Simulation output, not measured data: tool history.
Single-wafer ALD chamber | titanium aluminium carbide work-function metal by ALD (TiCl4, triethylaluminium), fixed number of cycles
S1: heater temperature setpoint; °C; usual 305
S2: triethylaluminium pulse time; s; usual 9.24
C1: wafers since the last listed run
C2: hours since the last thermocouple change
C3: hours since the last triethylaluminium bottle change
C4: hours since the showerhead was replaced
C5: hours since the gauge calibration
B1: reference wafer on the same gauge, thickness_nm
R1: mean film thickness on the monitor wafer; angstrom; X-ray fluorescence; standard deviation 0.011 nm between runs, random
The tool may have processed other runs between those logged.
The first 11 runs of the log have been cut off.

run    hour   S1     S2    C1      C2      C3      C4      C5     B1     R1
      687.5  -- gauge calibrated
 12   701.7  300   9.24   531  2009.6  1283.5  4453.2    14.2  2.119  20.36
 13   761.5  305  11.74   666  2069.4  1343.3  4513.0    74.0  2.119  21.27
 14   798.9  312  12.47   416  2106.8  1380.7  4550.4   111.4  2.122  22.37
      845.5  -- showerhead replaced
      855.3  -- triethylaluminium bottle replaced
 15   864.2  319   7.64   549  2172.1     8.9    18.7   176.7  2.120  21.82
 16   904.7  295  11.33   451  2212.6    49.4    59.2   217.2  2.118  20.54
 17   968.3  301  11.11   708  2276.2   113.0   122.8   280.8  2.120  21.06
 18  1039.5  319   6.19   793  2347.4   184.2   194.0   352.0  2.117  20.83
 19  1091.7  305   5.78   581  2399.6   236.4   246.2   404.2  2.119  18.93
 20  1135.0  305   9.24   482  2442.9   279.7   289.5   447.5  2.119  20.99
 21  1171.3  305   9.24   404  2479.2   316.0   325.8   483.8  2.120  20.82
 22  1229.3  319   6.19   646  2537.2   374.0   383.8   541.8  2.121  20.77
 23  1260.5  305   5.64   347  2568.4   405.2   415.0   573.0  2.120  18.62
     1294.5  -- thermocouple changed; heater temperature recalibrated
 24  1398.7  305  11.35  1451   104.2   543.4   553.2   711.2  2.119  21.89
 25  1451.4  292   9.24   587   156.9   596.1   605.9   763.9  2.120  20.05
 26  1653.7  305  12.54  2255   359.2   798.4   808.2   966.2  2.119  22.01
 27  1681.8  316  11.96   313   387.3   826.5   836.3   994.3  2.119  23.15
 28  1707.9  319   6.19   290   413.4   852.6   862.4  1020.4  2.117  20.59
 29  1744.4  314  12.81   406   449.9   889.1   898.9  1056.9  2.120  23.07
 30  1801.2  314  12.81   633   506.7   945.9   955.7  1113.7  2.123  22.89
 31  1845.6  305  11.28   494   551.1   990.3  1000.1  1158.1  2.120  21.73
 32  1904.2  305   9.24   653   609.7  1048.9  1058.7  1216.7  2.121  20.83

Below are 5 alternative next runs, each starting from the tool's condition after run 32. Predict each:
  A  1904.6  305   9.24   4  610.1  1049.3  1059.1  1217.1   ?   ?
  B  1904.6  318   9.24   4  610.1  1049.3  1059.1  1217.1   ?   ?
  C  1904.6  313   6.04   4  610.1  1049.3  1059.1  1217.1   ?   ?
  D  1904.6  305  12.76   4  610.1  1049.3  1059.1  1217.1   ?   ?
  E  1904.6  318  11.86   4  610.1  1049.3  1059.1  1217.1   ?   ?

run     B1     R1
  A  2.121  21.00
  B  2.121  22.35
  C  2.121  19.69
  D  2.121  21.83
  E  2.121  23.08
With no hidden state in the tool, these same runs would have given:
run     R1
  A  21.51
  B  22.88
  C  20.51
  D  22.15
  E  23.46
